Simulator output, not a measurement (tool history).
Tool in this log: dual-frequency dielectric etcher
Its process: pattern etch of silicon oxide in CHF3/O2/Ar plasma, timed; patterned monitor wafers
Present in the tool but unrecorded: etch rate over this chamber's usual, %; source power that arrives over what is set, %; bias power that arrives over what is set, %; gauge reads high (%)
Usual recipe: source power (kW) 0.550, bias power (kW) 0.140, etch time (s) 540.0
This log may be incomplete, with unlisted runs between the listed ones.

run	hour	source power (kW)	bias power (kW)	etch time (s)	wafers since the last listed run	hours since the last wet clean	hours since the last source power generator calibration	hours since the last bias power generator calibration	hours since the last upper electrode change	hours since the gauge calibration	read-back reference wafer on the same gauge, depth_nm	mean etch depth across the wafer (Å)
1	0.0	0.550	0.140	540.0	0	447.3	3050.5	4262.3	4525.9	553.4	952.6	10272
# hour 31.5: gauge calibrated
# hour 54.4: wet clean of the chamber
2	54.9	0.550	0.140	540.0	80	0.5	3105.4	4317.2	4580.8	23.4	949.0	10040
3	86.3	0.550	0.140	540.0	81	31.9	3136.8	4348.6	4612.2	54.8	953.0	9904
4	142.5	0.550	0.140	540.0	146	88.1	3193.0	4404.8	4668.4	111.0	953.7	9909
5	201.9	0.550	0.155	540.0	154	147.5	3252.4	4464.2	4727.8	170.4	954.6	10199
6	250.1	0.550	0.155	540.0	125	195.7	3300.6	4512.4	4776.0	218.6	951.0	10394
7	300.4	0.550	0.155	540.0	130	246.0	3350.9	4562.7	4826.3	268.9	950.5	10368
# hour 355.0: source power generator calibrated
8	355.9	0.550	0.140	540.0	133	301.5	0.9	4618.2	4881.8	324.4	953.6	10187
9	394.9	0.550	0.113	682.5	101	340.5	39.9	4657.2	4920.8	363.4	952.7	12512
10	440.6	0.550	0.140	540.0	118	386.2	85.6	4702.9	4966.5	409.1	950.3	10403
# hour 465.8: bias power generator calibrated
# hour 494.7: wet clean of the chamber
# hour 517.5: upper electrode replaced
11	518.0	0.460	0.164	599.0	69	23.3	163.0	52.2	0.5	486.5	954.5	10635
12	530.1	0.440	0.165	540.0	31	35.4	175.1	64.3	12.6	498.6	951.3	9520
# hour 535.2: gauge calibrated
13	589.6	0.550	0.140	540.0	154	94.9	234.6	123.8	72.1	54.4	951.6	9940
14	627.5	0.550	0.111	654.0	98	132.8	272.5	161.7	110.0	92.3	954.3	11669
15	667.9	0.500	0.118	641.0	105	173.2	312.9	202.1	150.4	132.7	951.3	11013
16	718.9	0.550	0.140	540.0	132	224.2	363.9	253.1	201.4	183.7	952.9	10135

For some of the steps in mean etch depth across the wafer (Å) from one run to the next: how much would appear even if the tool had no hidden state, given the settings, what came in and random variation, and how much remains for the hidden state plus any gauge scatter that the measured result and the result without hidden state don't share?
Run 8 -> 9: bias power (kW) 0.140 -> 0.113, etch time (s) 540.0 -> 682.5. mean etch depth across the wafer (Å) +2325: hidden state +147, all else +2178.
Run 10 -> 11: source power (kW) 0.550 -> 0.460, bias power (kW) 0.140 -> 0.164, etch time (s) 540.0 -> 599.0, bias power generator calibrated, wet clean of the chamber, upper electrode replaced. mean etch depth across the wafer (Å) +232: hidden state -499, all else +731.
